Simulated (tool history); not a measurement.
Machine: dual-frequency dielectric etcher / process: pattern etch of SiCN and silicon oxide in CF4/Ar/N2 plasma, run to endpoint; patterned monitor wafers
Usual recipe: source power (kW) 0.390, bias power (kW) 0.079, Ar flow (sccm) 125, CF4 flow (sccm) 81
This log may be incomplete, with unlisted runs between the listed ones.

run   hour  source power (kW)  bias power (kW)  Ar flow (sccm)  CF4 flow (sccm)  wafers since the last listed run  hours since the last wet clean  hours since the last source power generator calibration  hours since the last bias power generator calibration  hours since the last Ar flow controller change  hours since the last CF4 flow controller change  hours since the last upper electrode change  incoming incoming film thickness, nm  endpoint time (s)
  1    0.0              0.390            0.090             125               81                                 0                           427.7                                                   2885.5                                                   24.5                                             7.4                                             70.9                                       3744.4                                 10.80               13.1
  2   13.4              0.390            0.079             125               69                               166                           441.1                                                   2898.9                                                   37.9                                            20.8                                             84.3                                       3757.8                                 10.62               13.8
  3   30.9              0.360            0.079             125               90                               217                           458.6                                                   2916.4                                                   55.4                                            38.3                                            101.8                                       3775.3                                 10.58               14.3
  4   37.1              0.390            0.079             137               81                                77                           464.8                                                   2922.6                                                   61.6                                            44.5                                            108.0                                       3781.5                                 10.70               13.8
  5   43.9              0.300            0.093             155               99                                84                           471.6                                                   2929.4                                                   68.4                                            51.3                                            114.8                                       3788.3                                 10.72               16.9
  6   55.8              0.390            0.079             135               91                               147                           483.5                                                   2941.3                                                   80.3                                            63.2                                            126.7                                       3800.2                                 10.66               13.4
      82.4  -- upper electrode replaced
      92.1  -- wet clean of the chamber
  7   92.6              0.390            0.079             125              100                                39                             0.5                                                   2978.1                                                  117.1                                           100.0                                            163.5                                         10.2                                 10.71               12.7
  8   92.9              0.330            0.079             125               81                                 3                             0.8                                                   2978.4                                                  117.4                                           100.3                                            163.8                                         10.5                                 10.73               15.3
  9  103.4              0.460            0.079             148               81                               130                            11.3                                                   2988.9                                                  127.9                                           110.8                                            174.3                                         21.0                                 10.60               11.3
     110.4  -- source power generator calibrated
 10  119.4              0.390            0.079             125               81                               149                            27.3                                                      9.0                                                  143.9                                           126.8                                            190.3                                         37.0                                 10.71               13.1
 11  132.4              0.390            0.079             125               81                               161                            40.3                                                     22.0                                                  156.9                                           139.8                                            203.3                                         50.0                                 10.65               12.9
 12  148.6              0.340            0.096             125               63                               201                            56.5                                                     38.2                                                  173.1                                           156.0                                            219.5                                         66.2                                 10.78               14.6
 13  161.4              0.390            0.079             152               81                               158                            69.3                                                     51.0                                                  185.9                                           168.8                                            232.3                                         79.0                                 10.60               13.5
 14  168.1              0.390            0.062             125               81                                83                            76.0                                                     57.7                                                  192.6                                           175.5                                            239.0                                         85.7                                 10.76               14.1
 15  185.6              0.350            0.097             101               81                               217                            93.5                                                     75.2                                                  210.1                                           193.0                                            256.5                                        103.2                                 10.81               13.4
 16  199.6              0.320            0.065             125               91                               173                           107.5                                                     89.2                                                  224.1                                           207.0                                            270.5                                        117.2                                 10.64               16.4
 17  210.2              0.350            0.079             125               81                               131                           118.1                                                     99.8                                                  234.7                                           217.6                                            281.1                                        127.8                                 10.77               14.6
 18  226.3              0.340            0.079             137               75                               199                           134.2                                                    115.9                                                  250.8                                           233.7                                            297.2                                        143.9                                 10.68               15.3
 19  236.3              0.460            0.079             113               81                               124                           144.2                                                    125.9                                                  260.8                                           243.7                                            307.2                                        153.9                                 10.70               11.0
 20  251.2              0.390            0.079             154               81                               185                           159.1                                                    140.8                                                  275.7                                           258.6                                            322.1                                        168.8                                 10.62               13.5
 21  260.5              0.300            0.079             125               81                               115                           168.4                                                    150.1                                                  285.0                                           267.9                                            331.4                                        178.1                                 10.63               17.2
 22  277.4              0.390            0.079             125               81                               209                           185.3                                                    167.0                                                  301.9                                           284.8                                            348.3                                        195.0                                 10.75               13.4
 23  288.4              0.390            0.079             151               95                               136                           196.3                                                    178.0                                                  312.9                                           295.8                                            359.3                                        206.0                                 10.84               13.7

5 options for the next run, each taken on its own from the tool as it stands now. Forecast them:
  A  288.8              0.390            0.079             125               96                                 4                           196.7                                                    178.4                                                  313.3                                           296.2                                            359.7                                        206.4                                 10.60                  ?
  B  288.8              0.390            0.092             125               81                                 4                           196.7                                                    178.4                                                  313.3                                           296.2                                            359.7                                        206.4                                 10.60                  ?
  C  288.8              0.390            0.079             149               96                                 4                           196.7                                                    178.4                                                  313.3                                           296.2                                            359.7                                        206.4                                 10.60                  ?
  D  288.8              0.340            0.079             125               81                                 4                           196.7                                                    178.4                                                  313.3                                           296.2                                            359.7                                        206.4                                 10.60                  ?
  E  288.8              0.300            0.079             125               86                                 4                           196.7                                                    178.4                                                  313.3                                           296.2                                            359.7                                        206.4                                 10.60                  ?

run  endpoint time (s)
  A               12.9
  B               12.5
  C               13.3
  D               15.1
  E               16.9
Take away the tool's hidden state, keep each run's random variation, and the runs would have read:
run  endpoint time (s)
  A               12.7
  B               12.4
  C               13.1
  D               14.9
  E               16.7
